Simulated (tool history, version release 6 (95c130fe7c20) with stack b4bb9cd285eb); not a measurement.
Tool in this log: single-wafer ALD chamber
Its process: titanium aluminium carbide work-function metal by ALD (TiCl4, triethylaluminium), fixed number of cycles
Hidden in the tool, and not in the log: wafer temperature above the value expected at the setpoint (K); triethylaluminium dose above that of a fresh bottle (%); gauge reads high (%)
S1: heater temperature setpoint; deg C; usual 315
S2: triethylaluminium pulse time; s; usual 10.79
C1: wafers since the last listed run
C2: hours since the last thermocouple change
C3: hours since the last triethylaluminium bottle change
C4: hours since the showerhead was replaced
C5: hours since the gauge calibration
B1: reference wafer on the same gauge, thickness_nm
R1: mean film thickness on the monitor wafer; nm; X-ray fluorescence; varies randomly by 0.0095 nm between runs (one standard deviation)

Run 1, hour 0: usual settings but S1 304 deg C, S2 9.61 s; C1 0; C2 124.3; C3 431; C4 6148.7; C5 2017.9; B1 2.307. Result: R1 2.117 nm.
Run 2, hour 317.2: usual settings but S1 304 deg C, S2 9.61 s; C1 4426; C2 441.5; C3 748.2; C4 6465.9; C5 2335.1; B1 2.311. Result: R1 2.114 nm.
Run 3, hour 388.1: usual settings but S1 304 deg C, S2 9.61 s; C1 989; C2 512.4; C3 819.1; C4 6536.8; C5 2406; B1 2.309. Result: R1 2.117 nm.
Run 4, hour 484.9: usual settings but S2 7.44 s; C1 1350; C2 609.2; C3 915.9; C4 6633.6; C5 2502.8; B1 2.309. Result: R1 2.142 nm.
Run 5, hour 584.2: usual settings but S2 7.44 s; C1 1385; C2 708.5; C3 1015.2; C4 6732.9; C5 2602.1; B1 2.31. Result: R1 2.125 nm.
Run 6, hour 637.9: usual settings; C1 749; C2 762.2; C3 1068.9; C4 6786.6; C5 2655.8; B1 2.31. Result: R1 2.202 nm.
At hour 687: thermocouple changed; heater temperature recalibrated.
Run 7, hour 701.2: usual settings; C1 771; C2 14.2; C3 1132.2; C4 6849.9; C5 2719.1; B1 2.314. Result: R1 2.168 nm.
Run 8, hour 738: usual settings; C1 513; C2 51; C3 1169; C4 6886.7; C5 2755.9; B1 2.311. Result: R1 2.166 nm.
At hour 758.1: triethylaluminium bottle replaced.
Run 9, hour 817.2: usual settings; C1 993; C2 130.2; C3 59.1; C4 6965.9; C5 2835.1; B1 2.312. Result: R1 2.234 nm.
At hour 848: gauge calibrated.
Run 10, hour 878.1: usual settings; C1 849; C2 191.1; C3 120; C4 7026.8; C5 30.1; B1 2.308. Result: R1 2.203 nm.
Run 11, hour 982.2: usual settings but S1 305 deg C; C1 1452; C2 295.2; C3 224.1; C4 7130.9; C5 134.2; B1 2.31. Result: R1 2.145 nm.
Run 12, hour 1031.7: usual settings but S1 310 deg C, S2 12.56 s; C1 690; C2 344.7; C3 273.6; C4 7180.4; C5 183.7; B1 2.313. Result: R1 2.202 nm.
At hour 1107.1: showerhead replaced.
Run 13, hour 1133.5: usual settings but S1 324 deg C, S2 8.79 s; C1 1309; C2 446.5; C3 375.4; C4 26.4; C5 285.5; B1 2.309. Result: R1 2.27 nm.
Run 14, hour 1231.1: usual settings but S1 325 deg C, S2 12.2 s; C1 1362; C2 544.1; C3 473; C4 124; C5 383.1; B1 2.31. Result: R1 2.333 nm.
Run 15, hour 1269.3: usual settings; C1 533; C2 582.3; C3 511.2; C4 162.2; C5 421.3; B1 2.309. Result: R1 2.228 nm.
Run 16, hour 1312.1: usual settings but S1 311 deg C, S2 14.41 s; C1 597; C2 625.1; C3 554; C4 205; C5 464.1; B1 2.309. Result: R1 2.228 nm.
Run 17, hour 1384.6: usual settings but S1 305 deg C, S2 7.52 s; C1 1011; C2 697.6; C3 626.5; C4 277.5; C5 536.6; B1 2.311. Result: R1 2.07 nm.
Run 18, hour 1481.4: usual settings but S2 13.06 s; C1 1350; C2 794.4; C3 723.3; C4 374.3; C5 633.4; B1 2.312. Result: R1 2.24 nm.
Run 19, hour 1559.5: usual settings but S1 307 deg C, S2 9.09 s; C1 1089; C2 872.5; C3 801.4; C4 452.4; C5 711.5; B1 2.312. Result: R1 2.122 nm.
Run 20, hour 1625.7: usual settings but S1 307 deg C, S2 9.09 s; C1 923; C2 938.7; C3 867.6; C4 518.6; C5 777.7; B1 2.308. Result: R1 2.127 nm.
At hour 1687.2: thermocouple changed; heater temperature recalibrated.
Run 21, hour 1723.6: usual settings; C1 1254; C2 36.4; C3 965.5; C4 616.5; C5 875.6; B1 2.308. Result: R1 2.163 nm.
Run 22, hour 1823.9: usual settings; C1 1399; C2 136.7; C3 1065.8; C4 716.8; C5 975.9; B1 2.31. Result: R1 2.172 nm.
Run 23, hour 1868.5: usual settings; C1 622; C2 181.3; C3 1110.4; C4 761.4; C5 1020.5; B1 2.309. Result: R1 2.17 nm.
At hour 1885.8: triethylaluminium bottle replaced.
Run 24, hour 1910.9: usual settings but S1 301 deg C, S2 12.54 s; C1 480; C2 223.7; C3 25.1; C4 803.8; C5 1062.9; B1 2.31. Result: R1 2.118 nm.
Run 25, hour 1950.3: usual settings but S1 324 deg C; C1 549; C2 263.1; C3 64.5; C4 843.2; C5 1102.3; B1 2.309. Result: R1 2.31 nm.
Run 26, hour 2119.3: usual settings but S1 319 deg C, S2 9.13 s; C1 2358; C2 432.1; C3 233.5; C4 1012.2; C5 1271.3; B1 2.313. Result: R1 2.231 nm.
Run 27, hour 2208.7: usual settings but S2 13.43 s; C1 1247; C2 521.5; C3 322.9; C4 1101.6; C5 1360.7; B1 2.311. Result: R1 2.27 nm.
Run 28, hour 2276.6: usual settings but S1 324 deg C, S2 13.1 s; C1 947; C2 589.4; C3 390.8; C4 1169.5; C5 1428.6; B1 2.311. Result: R1 2.319 nm.
Run 29, hour 2325.4: usual settings; C1 681; C2 638.2; C3 439.6; C4 1218.3; C5 1477.4; B1 2.31. Result: R1 2.233 nm.
Run 30, hour 2430.7: usual settings but S1 323 deg C; C1 1469; C2 743.5; C3 544.9; C4 1323.6; C5 1582.7; B1 2.313. Result: R1 2.275 nm.
At hour 2493.7: thermocouple changed; heater temperature recalibrated.
Run 31, hour 2494.2: usual settings but S1 311 deg C; C1 774; C2 0.5; C3 608.4; C4 1387.1; C5 1646.2; B1 2.31. Result: R1 2.159 nm.
Run 32, hour 2599.9: usual settings; C1 1475; C2 106.2; C3 714.1; C4 1492.8; C5 1751.9; B1 2.312. Result: R1 2.195 nm.

Here are 4 independent what-if runs from the current tool condition. What would each one return?
Run A, hour 2600.3: usual settings but S1 325 deg C; C1 5; C2 106.6; C3 714.5; C4 1493.2; C5 1752.3; B1 ?. Result: R1 ?.
Run B, hour 2600.3: usual settings but S1 322 deg C, S2 7.86 s; C1 5; C2 106.6; C3 714.5; C4 1493.2; C5 1752.3; B1 ?. Result: R1 ?.
Run C, hour 2600.3: usual settings but S1 308 deg C, S2 13.59 s; C1 5; C2 106.6; C3 714.5; C4 1493.2; C5 1752.3; B1 ?. Result: R1 ?.
Run D, hour 2600.3: usual settings but S1 324 deg C, S2 9.18 s; C1 5; C2 106.6; C3 714.5; C4 1493.2; C5 1752.3; B1 ?. Result: R1 ?.

run     B1     R1
  A  2.308  2.277
  B  2.308  2.192
  C  2.308  2.175
  D  2.308  2.239
Without the tool's unlogged condition, the same runs would have read:
run     R1
  A  2.293
  B  2.222
  C   2.18
  D  2.263
